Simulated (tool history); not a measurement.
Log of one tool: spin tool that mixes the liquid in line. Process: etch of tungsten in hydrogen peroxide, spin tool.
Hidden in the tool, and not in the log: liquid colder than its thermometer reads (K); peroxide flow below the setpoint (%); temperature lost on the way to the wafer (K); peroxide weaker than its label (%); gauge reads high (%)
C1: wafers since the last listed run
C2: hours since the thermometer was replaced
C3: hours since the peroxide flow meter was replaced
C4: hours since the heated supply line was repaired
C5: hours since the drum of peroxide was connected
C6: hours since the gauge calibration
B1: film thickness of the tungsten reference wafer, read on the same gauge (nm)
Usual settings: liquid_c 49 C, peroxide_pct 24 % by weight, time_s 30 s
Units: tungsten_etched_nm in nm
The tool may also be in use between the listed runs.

{"run": 1, "hour": 0.0, "liquid_c": 45.5, "peroxide_pct": 24, "time_s": 30, "C1": 0, "C2": 422.1, "C3": 1900.7, "C4": 3658.8, "C5": 958.5, "C6": 161.2, "B1": 150, "tungsten_etched_nm": 45.16}
{"run": 2, "hour": 24.2, "liquid_c": 45.5, "peroxide_pct": 24, "time_s": 30, "C1": 506, "C2": 446.3, "C3": 1924.9, "C4": 3683, "C5": 982.7, "C6": 185.4, "B1": 149.98, "tungsten_etched_nm": 45.31}
{"hour": 70.6, "done": "gauge calibrated"}
{"run": 3, "hour": 71.6, "liquid_c": 54.5, "peroxide_pct": 24, "time_s": 30, "C1": 991, "C2": 493.7, "C3": 1972.3, "C4": 3730.4, "C5": 1030.1, "C6": 1, "B1": 150.01, "tungsten_etched_nm": 77.97}
{"hour": 81.4, "done": "thermometer replaced"}
{"run": 4, "hour": 88.8, "liquid_c": 54.5, "peroxide_pct": 24, "time_s": 30, "C1": 338, "C2": 7.4, "C3": 1989.5, "C4": 3747.6, "C5": 1047.3, "C6": 18.2, "B1": 149.99, "tungsten_etched_nm": 77.72}
{"hour": 92.1, "done": "new drum of peroxide connected"}
{"run": 5, "hour": 100.3, "liquid_c": 42.5, "peroxide_pct": 18.5, "time_s": 30, "C1": 219, "C2": 18.9, "C3": 2001, "C4": 3759.1, "C5": 8.2, "C6": 29.7, "B1": 150.03, "tungsten_etched_nm": 32.42}
{"run": 6, "hour": 112.8, "liquid_c": 49, "peroxide_pct": 25.5, "time_s": 20, "C1": 261, "C2": 31.4, "C3": 2013.5, "C4": 3771.6, "C5": 20.7, "C6": 42.2, "B1": 150.02, "tungsten_etched_nm": 38.51}
{"run": 7, "hour": 127.4, "liquid_c": 49, "peroxide_pct": 25.5, "time_s": 20, "C1": 305, "C2": 46, "C3": 2028.1, "C4": 3786.2, "C5": 35.3, "C6": 56.8, "B1": 150, "tungsten_etched_nm": 38.58}
{"run": 8, "hour": 134.8, "liquid_c": 49, "peroxide_pct": 25.5, "time_s": 20, "C1": 154, "C2": 53.4, "C3": 2035.5, "C4": 3793.6, "C5": 42.7, "C6": 64.2, "B1": 150.01, "tungsten_etched_nm": 38.54}
{"run": 9, "hour": 141.4, "liquid_c": 43.5, "peroxide_pct": 17.5, "time_s": 20, "C1": 138, "C2": 60, "C3": 2042.1, "C4": 3800.2, "C5": 49.3, "C6": 70.8, "B1": 149.95, "tungsten_etched_nm": 22.63}
{"hour": 143.1, "done": "peroxide flow meter replaced"}
{"run": 10, "hour": 162.6, "liquid_c": 45.5, "peroxide_pct": 24, "time_s": 30, "C1": 422, "C2": 81.2, "C3": 19.5, "C4": 3821.4, "C5": 70.5, "C6": 92, "B1": 150.01, "tungsten_etched_nm": 44.76}
{"hour": 164.8, "done": "heated supply line repaired"}
{"run": 11, "hour": 170.1, "liquid_c": 54.5, "peroxide_pct": 28, "time_s": 30, "C1": 135, "C2": 88.7, "C3": 27, "C4": 5.3, "C5": 78, "C6": 99.5, "B1": 150.01, "tungsten_etched_nm": 84.53}
{"run": 12, "hour": 176.9, "liquid_c": 49, "peroxide_pct": 24, "time_s": 30, "C1": 142, "C2": 95.5, "C3": 33.8, "C4": 12.1, "C5": 84.8, "C6": 106.3, "B1": 150.05, "tungsten_etched_nm": 55.59}
{"run": 13, "hour": 193.6, "liquid_c": 55, "peroxide_pct": 24, "time_s": 40, "C1": 349, "C2": 112.2, "C3": 50.5, "C4": 28.8, "C5": 101.5, "C6": 123, "B1": 150.01, "tungsten_etched_nm": 107.72}
{"run": 14, "hour": 205.9, "liquid_c": 52, "peroxide_pct": 29.5, "time_s": 30, "C1": 257, "C2": 124.5, "C3": 62.8, "C4": 41.1, "C5": 113.8, "C6": 135.3, "B1": 149.98, "tungsten_etched_nm": 74.52}
{"run": 15, "hour": 221.2, "liquid_c": 58.5, "peroxide_pct": 30, "time_s": 50, "C1": 320, "C2": 139.8, "C3": 78.1, "C4": 56.4, "C5": 129.1, "C6": 150.6, "B1": 150.02, "tungsten_etched_nm": 185.21}
{"run": 16, "hour": 233.7, "liquid_c": 46, "peroxide_pct": 30, "time_s": 30, "C1": 261, "C2": 152.3, "C3": 90.6, "C4": 68.9, "C5": 141.6, "C6": 163.1, "B1": 150.01, "tungsten_etched_nm": 52.25}

4 ways to go on from here, each from the tool as it stands after run 16. What would each give?
{"run": "A", "hour": 234.1, "liquid_c": 49, "peroxide_pct": 24, "time_s": 30, "C1": 8, "C2": 152.7, "C3": 91, "C4": 69.3, "C5": 142, "C6": 163.5, "B1": "?", "tungsten_etched_nm": "?"}
{"run": "B", "hour": 234.1, "liquid_c": 39, "peroxide_pct": 29.5, "time_s": 20, "C1": 8, "C2": 152.7, "C3": 91, "C4": 69.3, "C5": 142, "C6": 163.5, "B1": "?", "tungsten_etched_nm": "?"}
{"run": "C", "hour": 234.1, "liquid_c": 52, "peroxide_pct": 30, "time_s": 15, "C1": 8, "C2": 152.7, "C3": 91, "C4": 69.3, "C5": 142, "C6": 163.5, "B1": "?", "tungsten_etched_nm": "?"}
{"run": "D", "hour": 234.1, "liquid_c": 58.5, "peroxide_pct": 28, "time_s": 15, "C1": 8, "C2": 152.7, "C3": 91, "C4": 69.3, "C5": 142, "C6": 163.5, "B1": "?", "tungsten_etched_nm": "?"}

run=A B1=150.01 tungsten_etched_nm=56.15
run=B B1=150.01 tungsten_etched_nm=22
run=C B1=150.01 tungsten_etched_nm=37.68
run=D B1=150.01 tungsten_etched_nm=53.49
Without the tool's hidden state the same runs would have given:
run=A tungsten_etched_nm=56.15
run=B tungsten_etched_nm=22
run=C tungsten_etched_nm=37.68
run=D tungsten_etched_nm=53.49
